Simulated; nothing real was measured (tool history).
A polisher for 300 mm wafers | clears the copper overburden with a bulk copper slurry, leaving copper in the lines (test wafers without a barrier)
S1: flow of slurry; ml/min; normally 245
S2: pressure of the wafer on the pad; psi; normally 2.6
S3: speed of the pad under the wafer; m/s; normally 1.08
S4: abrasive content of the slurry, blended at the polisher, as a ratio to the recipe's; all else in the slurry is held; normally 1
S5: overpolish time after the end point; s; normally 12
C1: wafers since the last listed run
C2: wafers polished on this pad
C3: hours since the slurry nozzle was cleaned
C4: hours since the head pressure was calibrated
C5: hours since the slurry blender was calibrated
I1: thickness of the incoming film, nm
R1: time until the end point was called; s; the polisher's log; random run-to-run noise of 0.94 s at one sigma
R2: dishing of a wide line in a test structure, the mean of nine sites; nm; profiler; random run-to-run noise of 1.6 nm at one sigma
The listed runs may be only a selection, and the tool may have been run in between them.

| run | hour | S1 | S2 | S3 | S4 | S5 | C1 | C2 | C3 | C4 | C5 | I1 | R1 | R2 |
|---|---|---|---|---|---|---|---|---|---|---|---|---|---|---|
| 1 | 0 | 245 | 2.6 | 1.08 | 1 | 12 | 0 | 2626 | 55.1 | 770.6 | 500.1 | 719.4 | 69.1 | 75.5 |
|  | 97.8 | slurry blender recalibrated |
|  | 122.9 | head pressure recalibrated |
| 2 | 127.9 | 245 | 2.6 | 1.08 | 1 | 12 | 1168 | 3795 | 183 | 5 | 30.1 | 708 | 64.8 | 82.9 |
| 3 | 223.2 | 245 | 2.6 | 1.08 | 1 | 12 | 899 | 4694 | 278.3 | 100.3 | 125.4 | 709.5 | 64.5 | 82.6 |
| 4 | 298.4 | 245 | 2.6 | 1.08 | 1 | 12 | 709 | 5403 | 353.5 | 175.5 | 200.6 | 721 | 65.4 | 79.5 |
|  | 339.7 | worn pad replaced by a new one, of another model than before |
| 5 | 342.5 | 245 | 2.6 | 1.08 | 1 | 7 | 378 | 26 | 397.6 | 219.6 | 244.7 | 721.5 | 64.6 | 52.5 |
| 6 | 404.3 | 245 | 2.6 | 1.08 | 1 | 7 | 583 | 609 | 459.4 | 281.4 | 306.5 | 701.1 | 63.1 | 53.1 |
| 7 | 480.1 | 245 | 2.2 | 1.08 | 1 | 12 | 715 | 1324 | 535.2 | 357.2 | 382.3 | 714.8 | 71.4 | 73.5 |
|  | 503.9 | slurry nozzle cleaned |
| 8 | 554.1 | 330 | 2.6 | 1.08 | 1.25 | 12 | 688 | 2012 | 50.2 | 431.2 | 456.3 | 706.5 | 62.3 | 83.6 |
| 9 | 627.4 | 270 | 2.4 | 1.08 | 1 | 9 | 691 | 2704 | 123.5 | 504.5 | 529.6 | 715.9 | 70.7 | 60.9 |
| 10 | 691 | 245 | 2.6 | 1.18 | 1 | 12 | 599 | 3304 | 187.1 | 568.1 | 593.2 | 715.2 | 67.5 | 77 |
| 11 | 750.1 | 245 | 2.6 | 1.2 | 1 | 12 | 557 | 3862 | 246.2 | 627.2 | 652.3 | 713.9 | 68.1 | 76.8 |
|  | 780.4 | slurry blender recalibrated |
| 12 | 806 | 245 | 2.6 | 1.08 | 1 | 12 | 508 | 4370 | 302.1 | 683.1 | 25.6 | 705.8 | 64.4 | 81.4 |
| 13 | 849.9 | 320 | 2.6 | 0.94 | 0.85 | 12 | 414 | 4784 | 346 | 727 | 69.5 | 700.6 | 66.4 | 77.5 |
|  | 930.6 | worn pad replaced by a new one |
| 14 | 936.6 | 245 | 2.1 | 1.08 | 0.9 | 12 | 780 | 56 | 432.7 | 813.7 | 156.2 | 706.5 | 72.6 | 71.4 |
| 15 | 1006.6 | 245 | 2.6 | 1.24 | 1 | 12 | 660 | 717 | 502.7 | 883.7 | 226.2 | 698.1 | 59.1 | 84 |
| 16 | 1048.7 | 245 | 2 | 0.74 | 1 | 12 | 397 | 1114 | 544.8 | 925.8 | 268.3 | 708.7 | 82.9 | 64.1 |
|  | 1055.2 | slurry nozzle cleaned |
|  | 1109.7 | head pressure recalibrated |
| 17 | 1137.9 | 245 | 3.2 | 1.08 | 1.1 | 12 | 813 | 1927 | 82.7 | 28.2 | 357.5 | 706.5 | 57.2 | 90.3 |
| 18 | 1176.3 | 215 | 2.3 | 1.3 | 0.8 | 12 | 362 | 2289 | 121.1 | 66.6 | 395.9 | 704.8 | 69.7 | 73.5 |
| 19 | 1252.4 | 245 | 2.6 | 0.78 | 1 | 12 | 717 | 3007 | 197.2 | 142.7 | 472 | 706.6 | 71.8 | 71.3 |
| 20 | 1358.4 | 245 | 2.6 | 1.08 | 1 | 12 | 999 | 4007 | 303.2 | 248.7 | 578 | 703.3 | 69.3 | 76.8 |
|  | 1423.5 | slurry blender recalibrated |
| 21 | 1448.6 | 245 | 2.6 | 1.08 | 1 | 12 | 832 | 4839 | 393.4 | 338.9 | 25.1 | 711.8 | 62.9 | 81.3 |
|  | 1486 | worn pad replaced by a new one |
| 22 | 1498.4 | 245 | 2.6 | 1.08 | 1 | 12 | 432 | 117 | 443.2 | 388.7 | 74.9 | 715.9 | 65.2 | 80.8 |
| 23 | 1544.5 | 245 | 2.6 | 0.72 | 1.15 | 12 | 434 | 551 | 489.3 | 434.8 | 121 | 707.2 | 73.5 | 73.5 |
| 24 | 1621.7 | 245 | 2.6 | 1.08 | 1 | 12 | 728 | 1280 | 566.5 | 512 | 198.2 | 707.1 | 65.4 | 79.2 |
| 25 | 1724 | 245 | 2.6 | 0.96 | 1 | 12 | 965 | 2245 | 668.8 | 614.3 | 300.5 | 720.4 | 67 | 79.5 |
|  | 1735 | slurry nozzle cleaned |
| 26 | 1816.3 | 280 | 2.6 | 0.7 | 1 | 7 | 861 | 3106 | 81.3 | 706.6 | 392.8 | 721.6 | 74.7 | 46.3 |
| 27 | 1854.5 | 245 | 2.6 | 1.2 | 1 | 12 | 360 | 3467 | 119.5 | 744.8 | 431 | 720.7 | 64.7 | 79.6 |
| 28 | 1919.4 | 330 | 2.6 | 0.78 | 1.2 | 16 | 612 | 4079 | 184.4 | 809.7 | 495.9 | 709.5 | 71.1 | 95.6 |

Below are 4 alternative next runs, each starting from the tool's condition after run 28. Predict each:
| A | 1919.9 | 245 | 2.6 | 1.08 | 1 | 8 | 4 | 4084 | 184.9 | 810.2 | 496.4 | 706.1 | ? | ? |
| B | 1919.9 | 245 | 2.1 | 0.94 | 1 | 12 | 4 | 4084 | 184.9 | 810.2 | 496.4 | 706.1 | ? | ? |
| C | 1919.9 | 245 | 3.4 | 1.2 | 0.8 | 12 | 4 | 4084 | 184.9 | 810.2 | 496.4 | 706.1 | ? | ? |
| D | 1919.9 | 245 | 3.2 | 1.08 | 1.25 | 15 | 4 | 4084 | 184.9 | 810.2 | 496.4 | 706.1 | ? | ? |

| run | R1 | R2 |
|---|---|---|
| A | 65.8 | 56 |
| B | 76.5 | 67.7 |
| C | 57.6 | 86 |
| D | 55.8 | 101.7 |
The same runs, with their run-to-run variation unchanged, on a tool lacking any hidden condition would have given:
| run | R1 | R2 |
|---|---|---|
| A | 62.4 | 58.5 |
| B | 72.6 | 70.5 |
| C | 54.7 | 89.2 |
| D | 52.9 | 105.3 |
